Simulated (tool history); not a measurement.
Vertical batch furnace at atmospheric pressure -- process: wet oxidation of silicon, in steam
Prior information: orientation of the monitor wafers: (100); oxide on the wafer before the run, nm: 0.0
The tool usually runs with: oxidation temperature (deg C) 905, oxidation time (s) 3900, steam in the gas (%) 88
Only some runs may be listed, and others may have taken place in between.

run	hour	oxidation temperature (deg C)	oxidation time (s)	steam in the gas (%)	wafers since the last listed run	hours since the last temperature calibration	hours since the steam generator was serviced	hours since the gauge calibration	read-back reference wafer on the same gauge, thickness	oxide thickness on the monitor wafer (nm)
1	0.0	905	3900	88	0	1656.7	659.5	683.0	179.02	161.67
2	45.1	905	3900	88	575	1701.8	704.6	728.1	179.18	161.90
3	89.1	905	3900	88	561	1745.8	748.6	772.1	179.12	161.66
4	160.5	905	3900	88	911	1817.2	820.0	843.5	179.12	161.29
5	263.2	905	3900	88	1310	1919.9	922.7	946.2	178.96	161.25
6	334.4	905	3900	88	908	1991.1	993.9	1017.4	179.17	160.95
7	373.4	905	3900	88	497	2030.1	1032.9	1056.4	179.01	160.47
8	419.3	905	3900	88	585	2076.0	1078.8	1102.3	179.15	161.21
9	522.7	894	5130	97	1319	2179.4	1182.2	1205.7	179.14	192.79
# hour 556.9: steam generator serviced
# hour 578.0: thermocouples replaced and temperature profile calibrated
10	810.2	905	3900	88	3093	232.2	253.3	1493.2	179.06	158.33
11	858.4	912	4680	88	615	280.4	301.5	1541.4	179.15	203.02
# hour 900.1: steam generator serviced, repeated, since the last time left the tool worse
12	900.6	926	3900	88	232	322.6	0.5	1583.6	179.06	208.84
13	1166.5	929	2550	96	3392	588.5	266.4	1849.5	178.97	160.67
# hour 1255.2: gauge calibrated
14	1397.2	905	3900	92	2943	819.2	497.1	142.0	179.02	168.14
15	1463.5	905	3900	88	845	885.5	563.4	208.3	178.96	162.14
16	1671.9	905	3900	78	2659	1093.9	771.8	416.7	179.13	145.05

For some of the steps in oxide thickness on the monitor wafer (nm) from one run to the next: how much would appear even if the tool had no hidden state, given the settings, what came in and random variation, and how much remains for the hidden state plus any gauge scatter that the measured result and the result without hidden state don't share?
What the log doesn't record here: true tube temperature minus thermocouple reading, K; steam share off its setpoint, % of the setpoint; gauge reads high (%).
Run 11 -> 12: oxidation temperature (deg C) 912 -> 926, oxidation time (s) 4680 -> 3900, steam generator serviced, repeated, since the last time left the tool worse. oxide thickness on the monitor wafer (nm) +5.82: hidden state +6.24, all else -0.42.
Run 12 -> 13: oxidation temperature (deg C) 926 -> 929, oxidation time (s) 3900 -> 2550, steam in the gas (%) 88 -> 96. oxide thickness on the monitor wafer (nm) -48.17: hidden state -1.11, all else -47.06.
